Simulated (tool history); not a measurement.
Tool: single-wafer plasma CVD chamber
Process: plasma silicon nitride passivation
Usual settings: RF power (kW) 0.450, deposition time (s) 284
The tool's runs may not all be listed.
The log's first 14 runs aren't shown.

run	hour	RF power (kW)	deposition time (s)	read-back reference wafer on the same gauge, thickness_nm	mean film thickness on the monitor wafer (angstrom)
# hour 360.1: gauge calibrated
15	364.9	0.450	284	493.087	4330.64
16	394.9	0.485	284	492.552	4457.70
17	419.4	0.485	284	492.584	4479.31
18	454.6	0.485	284	492.862	4458.88
19	475.3	0.390	284	492.002	4080.26
20	498.1	0.520	284	493.223	4553.88
21	524.5	0.415	300	493.405	4419.37
22	552.7	0.480	269	493.545	4163.92
23	566.3	0.450	284	493.288	4326.52
24	584.2	0.450	284	493.178	4313.89
25	599.5	0.450	284	493.517	4300.00
26	617.4	0.515	269	492.569	4287.68
# hour 639.2: RF generator calibrated
27	651.0	0.400	312	492.891	4647.82
# hour 669.6: showerhead replaced
28	686.6	0.495	315	492.355	5127.94

The next listed run, before its measurement:
29	719.6	0.420	242	?	?

read-back reference wafer on the same gauge, thickness_nm: 492.788
mean film thickness on the monitor wafer (angstrom): 3686.23
Without the tool's hidden state the same run would have given mean film thickness on the monitor wafer (angstrom) 3695.72.
